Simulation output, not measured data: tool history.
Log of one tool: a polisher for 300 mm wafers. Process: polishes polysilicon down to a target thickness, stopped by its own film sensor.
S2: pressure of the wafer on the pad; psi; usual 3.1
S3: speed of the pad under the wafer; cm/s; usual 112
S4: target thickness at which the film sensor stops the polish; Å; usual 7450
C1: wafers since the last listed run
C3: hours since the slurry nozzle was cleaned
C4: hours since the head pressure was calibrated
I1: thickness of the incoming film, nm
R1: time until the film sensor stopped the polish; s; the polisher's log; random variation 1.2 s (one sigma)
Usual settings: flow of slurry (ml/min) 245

{"run": 1, "hour": 0.0, "flow of slurry (ml/min)": 245, "S2": 2.3, "S3": 112, "S4": 7450, "C1": 0, "wafers polished on this pad": 240, "C3": 164.2, "C4": 304.8, "I1": 1354.2, "R1": 95.5}
{"run": 2, "hour": 12.6, "flow of slurry (ml/min)": 245, "S2": 3.1, "S3": 86, "S4": 6780, "C1": 106, "wafers polished on this pad": 346, "C3": 176.8, "C4": 317.4, "I1": 1325.1, "R1": 98.4}
{"run": 3, "hour": 26.4, "flow of slurry (ml/min)": 245, "S2": 3.1, "S3": 86, "S4": 6780, "C1": 116, "wafers polished on this pad": 463, "C3": 190.6, "C4": 331.2, "I1": 1327.7, "R1": 99.5}
{"run": 4, "hour": 33.5, "flow of slurry (ml/min)": 245, "S2": 3.1, "S3": 112, "S4": 7450, "C1": 59, "wafers polished on this pad": 522, "C3": 197.7, "C4": 338.3, "I1": 1335.5, "R1": 72.9}
{"hour": 47.6, "done": "head pressure recalibrated"}
{"run": 5, "hour": 48.8, "flow of slurry (ml/min)": 245, "S2": 3.1, "S3": 112, "S4": 7450, "C1": 112, "wafers polished on this pad": 635, "C3": 213, "C4": 1.2, "I1": 1308.9, "R1": 70.9}
{"run": 6, "hour": 66.3, "flow of slurry (ml/min)": 245, "S2": 3.1, "S3": 112, "S4": 7450, "C1": 147, "wafers polished on this pad": 782, "C3": 230.5, "C4": 18.7, "I1": 1336.2, "R1": 76.8}
{"run": 7, "hour": 74.8, "flow of slurry (ml/min)": 245, "S2": 3.1, "S3": 112, "S4": 7450, "C1": 71, "wafers polished on this pad": 854, "C3": 239, "C4": 27.2, "I1": 1315, "R1": 69.6}
{"run": 8, "hour": 83.5, "flow of slurry (ml/min)": 245, "S2": 3.1, "S3": 112, "S4": 7450, "C1": 73, "wafers polished on this pad": 927, "C3": 247.7, "C4": 35.9, "I1": 1344.3, "R1": 75.3}
{"run": 9, "hour": 96.4, "flow of slurry (ml/min)": 245, "S2": 3.1, "S3": 112, "S4": 7450, "C1": 108, "wafers polished on this pad": 1036, "C3": 260.6, "C4": 48.8, "I1": 1347.7, "R1": 75.9}
{"hour": 102.6, "done": "worn pad replaced by a new one"}
{"run": 10, "hour": 113.2, "flow of slurry (ml/min)": 245, "S2": 3.1, "S3": 112, "S4": 7450, "C1": 107, "wafers polished on this pad": 89, "C3": 277.4, "C4": 65.6, "I1": 1309.3, "R1": 60.8}
{"run": 11, "hour": 121.6, "flow of slurry (ml/min)": 245, "S2": 3.1, "S3": 112, "S4": 7450, "C1": 70, "wafers polished on this pad": 159, "C3": 285.8, "C4": 74, "I1": 1345.4, "R1": 70.4}
{"run": 12, "hour": 130.6, "flow of slurry (ml/min)": 245, "S2": 3.1, "S3": 112, "S4": 7450, "C1": 75, "wafers polished on this pad": 235, "C3": 294.8, "C4": 83, "I1": 1335, "R1": 69.8}
{"run": 13, "hour": 137.3, "flow of slurry (ml/min)": 245, "S2": 3.1, "S3": 112, "S4": 7450, "C1": 56, "wafers polished on this pad": 292, "C3": 301.5, "C4": 89.7, "I1": 1327, "R1": 69.3}
{"run": 14, "hour": 152.4, "flow of slurry (ml/min)": 210, "S2": 3.1, "S3": 112, "S4": 7450, "C1": 127, "wafers polished on this pad": 419, "C3": 316.6, "C4": 104.8, "I1": 1336.7, "R1": 70.9}
{"run": 15, "hour": 164.1, "flow of slurry (ml/min)": 245, "S2": 3.1, "S3": 112, "S4": 7450, "C1": 98, "wafers polished on this pad": 518, "C3": 328.3, "C4": 116.5, "I1": 1324.1, "R1": 70.5}
{"run": 16, "hour": 180.6, "flow of slurry (ml/min)": 245, "S2": 3.1, "S3": 112, "S4": 7450, "C1": 139, "wafers polished on this pad": 657, "C3": 344.8, "C4": 133, "I1": 1346, "R1": 73.4}
{"run": 17, "hour": 190.2, "flow of slurry (ml/min)": 245, "S2": 3.1, "S3": 112, "S4": 7450, "C1": 80, "wafers polished on this pad": 738, "C3": 354.4, "C4": 142.6, "I1": 1339.4, "R1": 72}
{"hour": 209.5, "done": "worn pad replaced by a new one"}
{"run": 18, "hour": 210.0, "flow of slurry (ml/min)": 220, "S2": 2.8, "S3": 150, "S4": 5480, "C1": 133, "wafers polished on this pad": 3, "C3": 374.2, "C4": 162.4, "I1": 1328.1, "R1": 74.5}
{"hour": 214.4, "done": "slurry nozzle cleaned"}
{"run": 19, "hour": 214.9, "flow of slurry (ml/min)": 200, "S2": 4, "S3": 98, "S4": 8190, "C1": 32, "wafers polished on this pad": 36, "C3": 0.5, "C4": 167.3, "I1": 1317, "R1": 48.1}
{"run": 20, "hour": 231.1, "flow of slurry (ml/min)": 280, "S2": 3.4, "S3": 94, "S4": 7450, "C1": 136, "wafers polished on this pad": 173, "C3": 16.7, "C4": 183.5, "I1": 1350.8, "R1": 73.1}
{"run": 21, "hour": 245.0, "flow of slurry (ml/min)": 245, "S2": 3.1, "S3": 112, "S4": 7450, "C1": 117, "wafers polished on this pad": 290, "C3": 30.6, "C4": 197.4, "I1": 1344.9, "R1": 69.9}
{"run": 22, "hour": 257.6, "flow of slurry (ml/min)": 325, "S2": 2.1, "S3": 100, "S4": 7450, "C1": 106, "wafers polished on this pad": 396, "C3": 43.2, "C4": 210, "I1": 1326.9, "R1": 114.7}
{"run": 23, "hour": 275.6, "flow of slurry (ml/min)": 290, "S2": 4.1, "S3": 112, "S4": 8500, "C1": 151, "wafers polished on this pad": 548, "C3": 61.2, "C4": 228, "I1": 1312, "R1": 42.4}
{"run": 24, "hour": 284.0, "flow of slurry (ml/min)": 245, "S2": 2.7, "S3": 112, "S4": 7450, "C1": 70, "wafers polished on this pad": 619, "C3": 69.6, "C4": 236.4, "I1": 1351.2, "R1": 86.5}
{"run": 25, "hour": 297.5, "flow of slurry (ml/min)": 245, "S2": 3.1, "S3": 112, "S4": 7450, "C1": 113, "wafers polished on this pad": 733, "C3": 83.1, "C4": 249.9, "I1": 1356.3, "R1": 79}
{"run": 26, "hour": 309.2, "flow of slurry (ml/min)": 245, "S2": 3.1, "S3": 112, "S4": 7450, "C1": 98, "wafers polished on this pad": 831, "C3": 94.8, "C4": 261.6, "I1": 1306.4, "R1": 70.4}
{"hour": 321.8, "done": "worn pad replaced by a new one"}
{"run": 27, "hour": 322.3, "flow of slurry (ml/min)": 205, "S2": 2.5, "S3": 126, "S4": 7450, "C1": 76, "wafers polished on this pad": 4, "C3": 107.9, "C4": 274.7, "I1": 1349.8, "R1": 75.6}
{"run": 28, "hour": 338.0, "flow of slurry (ml/min)": 245, "S2": 3.1, "S3": 112, "S4": 8520, "C1": 132, "wafers polished on this pad": 136, "C3": 123.6, "C4": 290.4, "I1": 1316.2, "R1": 51.5}
{"run": 29, "hour": 345.1, "flow of slurry (ml/min)": 245, "S2": 3.8, "S3": 134, "S4": 7450, "C1": 59, "wafers polished on this pad": 196, "C3": 130.7, "C4": 297.5, "I1": 1324.6, "R1": 44}
{"run": 30, "hour": 357.3, "flow of slurry (ml/min)": 245, "S2": 3.1, "S3": 112, "S4": 8480, "C1": 102, "wafers polished on this pad": 299, "C3": 142.9, "C4": 309.7, "I1": 1309.1, "R1": 53.7}
{"run": 31, "hour": 374.5, "flow of slurry (ml/min)": 245, "S2": 3.1, "S3": 112, "S4": 7450, "C1": 144, "wafers polished on this pad": 444, "C3": 160.1, "C4": 326.9, "I1": 1323.7, "R1": 68.8}
{"run": 32, "hour": 382.6, "flow of slurry (ml/min)": 320, "S2": 3.6, "S3": 88, "S4": 8910, "C1": 68, "wafers polished on this pad": 512, "C3": 168.2, "C4": 335, "I1": 1332.2, "R1": 55.6}
{"run": 33, "hour": 390.2, "flow of slurry (ml/min)": 270, "S2": 3.1, "S3": 112, "S4": 7450, "C1": 64, "wafers polished on this pad": 576, "C3": 175.8, "C4": 342.6, "I1": 1336.6, "R1": 70.9}
{"run": 34, "hour": 407.6, "flow of slurry (ml/min)": 245, "S2": 3.1, "S3": 84, "S4": 7450, "C1": 146, "wafers polished on this pad": 723, "C3": 193.2, "C4": 360, "I1": 1319.4, "R1": 92.2}
{"run": 35, "hour": 419.8, "flow of slurry (ml/min)": 245, "S2": 3.1, "S3": 112, "S4": 7450, "C1": 102, "wafers polished on this pad": 826, "C3": 205.4, "C4": 372.2, "I1": 1342.1, "R1": 73.4}
{"hour": 430.5, "done": "worn pad replaced by a new one"}
{"run": 36, "hour": 431.0, "flow of slurry (ml/min)": 245, "S2": 3.1, "S3": 112, "S4": 7450, "C1": 60, "wafers polished on this pad": 4, "C3": 216.6, "C4": 383.4, "I1": 1334.1, "R1": 62.3}
{"run": 37, "hour": 433.5, "flow of slurry (ml/min)": 270, "S2": 3.1, "S3": 82, "S4": 6790, "C1": 21, "wafers polished on this pad": 25, "C3": 219.1, "C4": 385.9, "I1": 1337.9, "R1": 93.4}
{"run": 38, "hour": 450.9, "flow of slurry (ml/min)": 325, "S2": 3.1, "S3": 112, "S4": 9340, "C1": 146, "wafers polished on this pad": 171, "C3": 236.5, "C4": 403.3, "I1": 1323.8, "R1": 44.3}

How the hidden state differs across the entries between the runs, from the last listed run before each to the first after it:
Between runs 4 and 5: head pressure recalibrated (hour 47.6)
  removal rate lost through wear of the pad, %: 11.3 -> 12.1
  measured less the result without the state, R1: +8.2 -> +8.6 s
Between runs 9 and 10: worn pad replaced by a new one (hour 102.6)
  removal rate lost through wear of the pad, %: 13.3 -> 3.79
  measured less the result without the state, R1: +10.1 -> +2.3 s
Between runs 17 and 18: worn pad replaced by a new one (hour 209.5)
  removal rate lost through wear of the pad, %: 12.1 -> 1.15
  measured less the result without the state, R1: +8.7 -> +0.9 s
Between runs 18 and 19: slurry nozzle cleaned (hour 214.4)
  removal rate lost through wear of the pad, %: 1.15 -> 2.63
  measured less the result without the state, R1: +0.9 -> +1.3 s
Between runs 26 and 27: worn pad replaced by a new one (hour 321.8)
  removal rate lost through wear of the pad, %: 12.7 -> 0.974
  measured less the result without the state, R1: +8.9 -> +0.8 s
Between runs 35 and 36: worn pad replaced by a new one (hour 430.5)
  removal rate lost through wear of the pad, %: 12.4 -> 0.277
  measured less the result without the state, R1: +9.2 -> +0.2 s
